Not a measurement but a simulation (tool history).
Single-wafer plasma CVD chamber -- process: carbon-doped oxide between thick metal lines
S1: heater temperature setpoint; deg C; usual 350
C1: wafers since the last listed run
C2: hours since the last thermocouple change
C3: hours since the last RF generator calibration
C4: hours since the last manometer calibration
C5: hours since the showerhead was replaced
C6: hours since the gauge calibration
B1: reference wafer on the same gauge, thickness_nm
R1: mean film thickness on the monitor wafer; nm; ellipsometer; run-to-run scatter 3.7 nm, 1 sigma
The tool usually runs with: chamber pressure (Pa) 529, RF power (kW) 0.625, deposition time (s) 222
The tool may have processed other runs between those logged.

Run 1, hour 0.0: usual settings; C1 0; C2 1573.1; C3 254.8; C4 42.2; C5 1681.4; C6 70.6; B1 1159.863. Result: R1 1201.405 nm.
Run 2, hour 74.7: usual settings; C1 443; C2 1647.8; C3 329.5; C4 116.9; C5 1756.1; C6 145.3; B1 1160.375. Result: R1 1202.531 nm.
Run 3, hour 123.5: usual settings; C1 289; C2 1696.6; C3 378.3; C4 165.7; C5 1804.9; C6 194.1; B1 1160.062. Result: R1 1197.453 nm.
Run 4, hour 166.0: usual settings; C1 252; C2 1739.1; C3 420.8; C4 208.2; C5 1847.4; C6 236.6; B1 1160.168. Result: R1 1201.655 nm.
Run 5, hour 252.7: usual settings; C1 514; C2 1825.8; C3 507.5; C4 294.9; C5 1934.1; C6 323.3; B1 1160.203. Result: R1 1199.149 nm.
Run 6, hour 313.2: usual settings; C1 358; C2 1886.3; C3 568.0; C4 355.4; C5 1994.6; C6 383.8; B1 1159.092. Result: R1 1189.701 nm.
Run 7, hour 360.5: usual settings; C1 280; C2 1933.6; C3 615.3; C4 402.7; C5 2041.9; C6 431.1; B1 1160.057. Result: R1 1200.394 nm.
Run 8, hour 428.6: usual settings; C1 403; C2 2001.7; C3 683.4; C4 470.8; C5 2110.0; C6 499.2; B1 1160.059. Result: R1 1199.374 nm.
Run 9, hour 533.1: usual settings; C1 619; C2 2106.2; C3 787.9; C4 575.3; C5 2214.5; C6 603.7; B1 1159.317. Result: R1 1194.243 nm.
Run 10, hour 612.2: usual settings; C1 469; C2 2185.3; C3 867.0; C4 654.4; C5 2293.6; C6 682.8; B1 1160.059. Result: R1 1198.682 nm.
Run 11, hour 717.6: usual settings; C1 625; C2 2290.7; C3 972.4; C4 759.8; C5 2399.0; C6 788.2; B1 1160.505. Result: R1 1195.996 nm.
Run 12, hour 779.2: usual settings; C1 365; C2 2352.3; C3 1034.0; C4 821.4; C5 2460.6; C6 849.8; B1 1159.433. Result: R1 1202.396 nm.
Run 13, hour 865.7: usual settings; C1 512; C2 2438.8; C3 1120.5; C4 907.9; C5 2547.1; C6 936.3; B1 1160.473. Result: R1 1189.882 nm.
Run 14, hour 963.9: usual settings but RF power (kW) 0.535; C1 582; C2 2537.0; C3 1218.7; C4 1006.1; C5 2645.3; C6 1034.5; B1 1159.321. Result: R1 1084.285 nm.
At hour 1074.0: capacitance manometer re-zeroed and calibrated.
Run 15, hour 1112.0: usual settings but chamber pressure (Pa) 645; C1 830; C2 2685.1; C3 1366.8; C4 38.0; C5 2793.4; C6 1182.6; B1 1159.928. Result: R1 1224.309 nm.
At hour 1127.1: thermocouple changed; heater temperature recalibrated.
Run 16, hour 1155.6: usual settings but RF power (kW) 0.535, deposition time (s) 193; C1 211; C2 28.5; C3 1410.4; C4 81.6; C5 2837.0; C6 1226.2; B1 1160.050. Result: R1 937.035 nm.
At hour 1159.2: gauge calibrated.
At hour 1193.3: RF generator calibrated.
Run 17, hour 1213.3: usual settings but S1 363 deg C, chamber pressure (Pa) 624, deposition time (s) 207; C1 294; C2 86.2; C3 20.0; C4 139.3; C5 2894.7; C6 54.1; B1 1160.335. Result: R1 1102.909 nm.
Run 18, hour 1282.8: usual settings but S1 359 deg C, deposition time (s) 186; C1 412; C2 155.7; C3 89.5; C4 208.8; C5 2964.2; C6 123.6; B1 1160.445. Result: R1 974.789 nm.
Run 19, hour 1335.9: usual settings but chamber pressure (Pa) 455, RF power (kW) 0.505; C1 314; C2 208.8; C3 142.6; C4 261.9; C5 3017.3; C6 176.7; B1 1160.021. Result: R1 1015.983 nm.
Run 20, hour 1397.1: usual settings; C1 362; C2 270.0; C3 203.8; C4 323.1; C5 3078.5; C6 237.9; B1 1160.388. Result: R1 1187.650 nm.
At hour 1466.7: capacitance manometer re-zeroed and calibrated, repeated, since the last time left the tool worse.
Run 21, hour 1503.5: usual settings but S1 338 deg C, chamber pressure (Pa) 621, RF power (kW) 0.590, deposition time (s) 178; C1 583; C2 376.4; C3 310.2; C4 36.8; C5 3184.9; C6 344.3; B1 1160.136. Result: R1 981.524 nm.
Run 22, hour 1555.6: usual settings but chamber pressure (Pa) 611, deposition time (s) 260; C1 308; C2 428.5; C3 362.3; C4 88.9; C5 3237.0; C6 396.4; B1 1160.221. Result: R1 1437.240 nm.
At hour 1625.3: showerhead replaced.
Run 23, hour 1634.5: usual settings; C1 420; C2 507.4; C3 441.2; C4 167.8; C5 9.2; C6 475.3; B1 1160.188. Result: R1 1205.829 nm.
Run 24, hour 1703.1: usual settings but S1 360 deg C; C1 406; C2 576.0; C3 509.8; C4 236.4; C5 77.8; C6 543.9; B1 1159.026. Result: R1 1174.808 nm.
Run 25, hour 1805.8: usual settings; C1 609; C2 678.7; C3 612.5; C4 339.1; C5 180.5; C6 646.6; B1 1160.261. Result: R1 1202.246 nm.
Run 26, hour 1877.6: usual settings but S1 359 deg C, chamber pressure (Pa) 635; C1 425; C2 750.5; C3 684.3; C4 410.9; C5 252.3; C6 718.4; B1 1159.534. Result: R1 1203.805 nm.
Run 27, hour 1930.4: usual settings but S1 342 deg C, chamber pressure (Pa) 461; C1 313; C2 803.3; C3 737.1; C4 463.7; C5 305.1; C6 771.2; B1 1160.074. Result: R1 1200.119 nm.
Run 28, hour 2033.7: usual settings but RF power (kW) 0.750; C1 612; C2 906.6; C3 840.4; C4 567.0; C5 408.4; C6 874.5; B1 1159.753. Result: R1 1337.920 nm.

Alternative continuations, all from the tool just after run 28; predict every row:
Run A, hour 2034.2: usual settings; C1 2; C2 907.1; C3 840.9; C4 567.5; C5 408.9; C6 875.0; B1 ?. Result: R1 ?.
Run B, hour 2034.2: usual settings but S1 361 deg C, chamber pressure (Pa) 609, RF power (kW) 0.540, deposition time (s) 197; C1 2; C2 907.1; C3 840.9; C4 567.5; C5 408.9; C6 875.0; B1 ?. Result: R1 ?.
Run C, hour 2034.2: usual settings but S1 343 deg C, chamber pressure (Pa) 624, RF power (kW) 0.515, deposition time (s) 181; C1 2; C2 907.1; C3 840.9; C4 567.5; C5 408.9; C6 875.0; B1 ?. Result: R1 ?.
Run D, hour 2034.2: usual settings but chamber pressure (Pa) 656; C1 2; C2 907.1; C3 840.9; C4 567.5; C5 408.9; C6 875.0; B1 ?. Result: R1 ?.

run        B1        R1
  A  1159.492  1194.824
  B  1159.492   962.248
  C  1159.492   895.011
  D  1159.492  1232.792
With no hidden state in the tool, these same runs would have given:
run        R1
  A  1200.646
  B   966.980
  C   899.552
  D  1239.112

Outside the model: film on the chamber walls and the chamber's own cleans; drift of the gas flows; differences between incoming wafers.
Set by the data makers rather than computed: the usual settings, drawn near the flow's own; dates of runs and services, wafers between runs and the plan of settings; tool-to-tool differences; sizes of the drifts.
